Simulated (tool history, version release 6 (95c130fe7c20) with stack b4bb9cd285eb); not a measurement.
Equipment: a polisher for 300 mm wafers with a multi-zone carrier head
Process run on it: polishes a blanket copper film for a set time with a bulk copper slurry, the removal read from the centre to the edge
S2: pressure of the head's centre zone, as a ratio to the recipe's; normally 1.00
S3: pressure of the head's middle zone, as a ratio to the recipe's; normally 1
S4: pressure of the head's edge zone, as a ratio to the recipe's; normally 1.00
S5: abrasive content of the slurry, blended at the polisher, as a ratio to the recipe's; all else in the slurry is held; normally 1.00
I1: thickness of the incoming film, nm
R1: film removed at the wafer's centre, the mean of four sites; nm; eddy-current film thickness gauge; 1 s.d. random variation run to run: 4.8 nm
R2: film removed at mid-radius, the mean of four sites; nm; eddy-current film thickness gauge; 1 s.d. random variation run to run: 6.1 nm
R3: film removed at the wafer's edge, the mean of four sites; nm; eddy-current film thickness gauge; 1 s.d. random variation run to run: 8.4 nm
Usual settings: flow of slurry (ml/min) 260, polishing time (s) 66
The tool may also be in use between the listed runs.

run 1 hour=0.0 | flow_of_slurry_(ml/min)=260 S2=1.00 S3=1 S4=1.00 S5=1.00 polishing_time_(s)=66 | I1=3678.3 | R1=645.0 R2=581.9 R3=592.1
run 2 hour=24.8 | flow_of_slurry_(ml/min)=260 S2=1.00 S3=1 S4=1.00 S5=1.00 polishing_time_(s)=66 | I1=3628.2 | R1=643.8 R2=589.3 R3=600.4
-- hour=40.3 worn pad replaced by a new one
run 3 hour=43.9 | flow_of_slurry_(ml/min)=260 S2=1.00 S3=1 S4=1.00 S5=1.00 polishing_time_(s)=66 | I1=3669.9 | R1=646.0 R2=579.8 R3=599.9
run 4 hour=78.0 | flow_of_slurry_(ml/min)=260 S2=1.00 S3=1 S4=1.00 S5=1.00 polishing_time_(s)=66 | I1=3593.7 | R1=640.0 R2=591.7 R3=600.3
run 5 hour=112.5 | flow_of_slurry_(ml/min)=260 S2=1.00 S3=1 S4=1.00 S5=1.00 polishing_time_(s)=66 | I1=3641.0 | R1=643.6 R2=597.2 R3=599.4
-- hour=170.2 slurry nozzle cleaned
-- hour=173.9 worn pad replaced by a new one
run 6 hour=189.9 | flow_of_slurry_(ml/min)=260 S2=1.00 S3=1 S4=1.09 S5=1.00 polishing_time_(s)=66 | I1=3667.7 | R1=648.9 R2=592.9 R3=630.6
run 7 hour=212.6 | flow_of_slurry_(ml/min)=260 S2=1.00 S3=1 S4=1.09 S5=1.00 polishing_time_(s)=66 | I1=3620.6 | R1=640.0 R2=576.0 R3=606.8
run 8 hour=234.6 | flow_of_slurry_(ml/min)=260 S2=1.00 S3=1 S4=1.09 S5=1.00 polishing_time_(s)=66 | I1=3677.6 | R1=643.3 R2=580.1 R3=613.8
-- hour=300.5 centre zone pressure recalibrated
-- hour=318.1 worn pad replaced by a new one
-- hour=324.0 carrier head's membrane replaced by a new one
run 9 hour=342.2 | flow_of_slurry_(ml/min)=260 S2=1.00 S3=1 S4=1.00 S5=1.00 polishing_time_(s)=66 | I1=3701.1 | R1=599.2 R2=600.9 R3=588.6
run 10 hour=365.8 | flow_of_slurry_(ml/min)=285 S2=1.00 S3=1 S4=1.00 S5=1.00 polishing_time_(s)=66 | I1=3667.1 | R1=609.6 R2=587.5 R3=587.6
run 11 hour=384.7 | flow_of_slurry_(ml/min)=260 S2=1.00 S3=1 S4=1.00 S5=1.00 polishing_time_(s)=66 | I1=3716.4 | R1=608.1 R2=582.8 R3=589.7
run 12 hour=406.3 | flow_of_slurry_(ml/min)=260 S2=1.07 S3=1 S4=1.09 S5=1.25 polishing_time_(s)=66 | I1=3659.7 | R1=656.9 R2=607.2 R3=638.3
-- hour=410.4 edge zone pressure recalibrated
run 13 hour=418.5 | flow_of_slurry_(ml/min)=260 S2=1.00 S3=1 S4=1.00 S5=1.00 polishing_time_(s)=66 | I1=3695.1 | R1=610.1 R2=591.1 R3=600.2

Run 14 comes next. What will it give?
run 14 hour=447.5 | flow_of_slurry_(ml/min)=260 S2=0.89 S3=1 S4=1.05 S5=1.20 polishing_time_(s)=48 | I1=3712.5 | R1=? R2=? R3=?

{"run 14": {"R1": 418.3, "R2": 442.2, "R3": 469.9}}
Were there no unlogged condition in the tool, this run, its random variation unchanged, would have produced R1 401.2 nm, R2 442.3 nm, R3 469.9 nm.
